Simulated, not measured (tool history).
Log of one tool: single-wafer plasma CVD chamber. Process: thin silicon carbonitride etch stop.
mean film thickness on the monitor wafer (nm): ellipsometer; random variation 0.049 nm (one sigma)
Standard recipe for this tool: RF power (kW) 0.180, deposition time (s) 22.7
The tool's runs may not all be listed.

| run | hour | RF power (kW) | deposition time (s) | wafers since the last listed run | hours since the last thermocouple change | hours since the last RF generator calibration | hours since the showerhead was replaced | hours since the gauge calibration | read-back reference wafer on the same gauge, thickness_nm | mean film thickness on the monitor wafer (nm) |
|---|---|---|---|---|---|---|---|---|---|---|
| 1 | 0.0 | 0.160 | 22.7 | 0 | 1664.2 | 1211.6 | 4316.4 | 352.7 | 13.604 | 12.925 |
| 2 | 28.0 | 0.180 | 22.7 | 541 | 1692.2 | 1239.6 | 4344.4 | 380.7 | 13.621 | 13.240 |
| 3 | 58.8 | 0.180 | 22.7 | 596 | 1723.0 | 1270.4 | 4375.2 | 411.5 | 13.584 | 13.249 |
| 4 | 84.3 | 0.180 | 22.7 | 493 | 1748.5 | 1295.9 | 4400.7 | 437.0 | 13.570 | 13.168 |
| 5 | 117.7 | 0.195 | 22.7 | 646 | 1781.9 | 1329.3 | 4434.1 | 470.4 | 13.567 | 13.504 |
| 6 | 149.8 | 0.180 | 20.1 | 621 | 1814.0 | 1361.4 | 4466.2 | 502.5 | 13.554 | 11.729 |
| 7 | 176.4 | 0.190 | 22.7 | 514 | 1840.6 | 1388.0 | 4492.8 | 529.1 | 13.525 | 13.299 |
| 8 | 200.9 | 0.190 | 22.7 | 474 | 1865.1 | 1412.5 | 4517.3 | 553.6 | 13.526 | 13.337 |
| 9 | 225.2 | 0.180 | 22.7 | 470 | 1889.4 | 1436.8 | 4541.6 | 577.9 | 13.483 | 13.207 |
| 10 | 257.4 | 0.180 | 22.7 | 623 | 1921.6 | 1469.0 | 4573.8 | 610.1 | 13.474 | 13.120 |
|  | 261.0 | gauge calibrated |
|  | 285.2 | thermocouple changed; heater temperature recalibrated |
| 11 | 287.5 | 0.180 | 22.7 | 427 | 2.3 | 1499.1 | 4603.9 | 26.5 | 13.784 | 13.364 |
| 12 | 308.6 | 0.180 | 21.3 | 408 | 23.4 | 1520.2 | 4625.0 | 47.6 | 13.775 | 12.610 |
| 13 | 342.9 | 0.180 | 21.3 | 663 | 57.7 | 1554.5 | 4659.3 | 81.9 | 13.764 | 12.669 |
| 14 | 403.4 | 0.180 | 21.3 | 1171 | 118.2 | 1615.0 | 4719.8 | 142.4 | 13.737 | 12.585 |
| 15 | 420.2 | 0.160 | 25.9 | 325 | 135.0 | 1631.8 | 4736.6 | 159.2 | 13.719 | 14.951 |
|  | 433.9 | RF generator calibrated |
| 16 | 513.4 | 0.195 | 18.9 | 1649 | 228.2 | 79.5 | 4829.8 | 252.4 | 13.674 | 11.384 |
| 17 | 540.1 | 0.180 | 22.7 | 516 | 254.9 | 106.2 | 4856.5 | 279.1 | 13.664 | 13.317 |
|  | 558.3 | showerhead replaced |
| 18 | 573.7 | 0.180 | 22.7 | 495 | 288.5 | 139.8 | 15.4 | 312.7 | 13.635 | 13.323 |
| 19 | 594.0 | 0.150 | 22.7 | 392 | 308.8 | 160.1 | 35.7 | 333.0 | 13.614 | 12.679 |
| 20 | 620.9 | 0.170 | 25.2 | 520 | 335.7 | 187.0 | 62.6 | 359.9 | 13.618 | 14.459 |
| 21 | 637.8 | 0.145 | 22.7 | 327 | 352.6 | 203.9 | 79.5 | 376.8 | 13.596 | 12.659 |
| 22 | 673.4 | 0.160 | 18.4 | 689 | 388.2 | 239.5 | 115.1 | 412.4 | 13.583 | 10.520 |
| 23 | 687.2 | 0.190 | 24.3 | 267 | 402.0 | 253.3 | 128.9 | 426.2 | 13.585 | 14.354 |
| 24 | 717.7 | 0.205 | 25.2 | 590 | 432.5 | 283.8 | 159.4 | 456.7 | 13.568 | 15.075 |
| 25 | 751.4 | 0.210 | 19.2 | 652 | 466.2 | 317.5 | 193.1 | 490.4 | 13.532 | 11.547 |
|  | 770.7 | gauge calibrated |
| 26 | 779.1 | 0.145 | 22.7 | 536 | 493.9 | 345.2 | 220.8 | 8.4 | 13.853 | 12.811 |
| 27 | 798.1 | 0.200 | 27.1 | 367 | 512.9 | 364.2 | 239.8 | 27.4 | 13.825 | 16.468 |
| 28 | 812.0 | 0.180 | 25.7 | 269 | 526.8 | 378.1 | 253.7 | 41.3 | 13.825 | 15.276 |

Results for each run, recomputed without the tool's hidden state and with each run's random variation untouched:
Hidden state at play: wafer temperature above the value expected at the setpoint (K); delivered RF power above the setpoint (%); gauge reads high (%).
| run | mean film thickness on the monitor wafer (nm) |
|---|---|
| 1 | 13.095 |
| 2 | 13.429 |
| 3 | 13.456 |
| 4 | 13.387 |
| 5 | 13.748 |
| 6 | 11.956 |
| 7 | 13.571 |
| 8 | 13.624 |
| 9 | 13.505 |
| 10 | 13.433 |
| 11 | 13.370 |
| 12 | 12.626 |
| 13 | 12.703 |
| 14 | 12.650 |
| 15 | 15.038 |
| 16 | 11.493 |
| 17 | 13.460 |
| 18 | 13.483 |
| 19 | 12.843 |
| 20 | 14.661 |
| 21 | 12.845 |
| 22 | 10.690 |
| 23 | 14.594 |
| 24 | 15.347 |
| 25 | 11.771 |
| 26 | 12.776 |
| 27 | 16.437 |
| 28 | 15.255 |
